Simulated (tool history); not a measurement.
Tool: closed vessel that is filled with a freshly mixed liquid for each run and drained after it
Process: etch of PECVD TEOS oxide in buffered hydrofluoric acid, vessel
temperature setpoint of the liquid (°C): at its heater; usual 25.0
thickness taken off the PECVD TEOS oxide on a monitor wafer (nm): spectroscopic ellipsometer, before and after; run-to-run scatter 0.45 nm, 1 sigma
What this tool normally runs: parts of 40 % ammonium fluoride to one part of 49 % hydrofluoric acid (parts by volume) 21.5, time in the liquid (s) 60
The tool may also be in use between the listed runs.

run,day,temperature setpoint of the liquid (°C),parts of 40 % ammonium fluoride to one part of 49 % hydrofluoric acid (parts by volume),time in the liquid (s),"read-back film thickness of the PECVD TEOS oxide reference wafer, read on the same gauge (nm)",thickness taken off the PECVD TEOS oxide on a monitor wafer (nm)
1,0.000,25.0,21.5,60,40.01,60.14
# day 9.725: thermometer replaced
2,13.100,25.0,21.5,60,39.96,64.01
3,16.875,25.0,21.5,60,39.97,63.61
4,21.304,25.0,21.5,60,39.96,62.55
5,24.850,25.0,21.5,60,40.00,63.33
6,29.171,25.0,21.5,60,39.99,62.39
# day 30.367: hydrofluoric acid flow meter replaced
7,33.121,25.0,21.5,60,39.99,61.79
8,35.767,25.0,21.5,60,39.97,61.91
9,39.100,25.0,21.5,60,39.99,61.67
10,40.796,29.0,21.5,60,39.98,75.40
11,42.475,25.0,21.5,45,40.00,45.77
12,45.225,25.0,21.5,60,40.02,61.47
13,46.800,20.5,21.5,35,40.00,27.63
# day 55.692: hydrofluoric acid flow meter replaced
14,56.312,23.0,14.0,35,40.03,47.37
15,60.162,25.0,15.0,90,39.99,126.20
16,62.654,25.0,21.5,60,40.04,60.08
# day 66.738: thermometer replaced
# day 69.954: gauge calibrated
17,73.254,25.0,21.5,60,40.01,62.93
18,77.671,21.0,24.5,60,39.95,46.08
19,79.821,26.5,24.0,80,39.99,83.76
20,81.379,25.0,19.0,50,40.01,57.94
21,82.996,25.0,19.0,35,40.02,39.97
22,84.508,25.0,16.5,80,40.02,105.98
# day 84.717: hydrofluoric acid flow meter replaced
23,87.008,25.0,19.0,90,40.02,103.71
24,88.704,25.0,21.5,30,40.01,30.82

Each row is a separate what-if for the run after 24, all from the same tool condition, not one after another. Results?
A,88.733,25.0,21.5,60,?,?
B,88.733,25.0,17.0,35,?,?
C,88.733,23.0,25.0,70,?,?
D,88.733,25.0,29.5,60,?,?
E,88.733,27.0,21.5,90,?,?

run,"read-back film thickness of the PECVD TEOS oxide reference wafer, read on the same gauge (nm)",thickness taken off the PECVD TEOS oxide on a monitor wafer (nm)
A,40.01,61.11
B,40.01,43.98
C,40.01,57.56
D,40.01,49.16
E,40.01,102.19
What these runs would have given with no unlogged condition in the tool:
run,thickness taken off the PECVD TEOS oxide on a monitor wafer (nm)
A,63.35
B,45.58
C,59.70
D,50.97
E,105.89

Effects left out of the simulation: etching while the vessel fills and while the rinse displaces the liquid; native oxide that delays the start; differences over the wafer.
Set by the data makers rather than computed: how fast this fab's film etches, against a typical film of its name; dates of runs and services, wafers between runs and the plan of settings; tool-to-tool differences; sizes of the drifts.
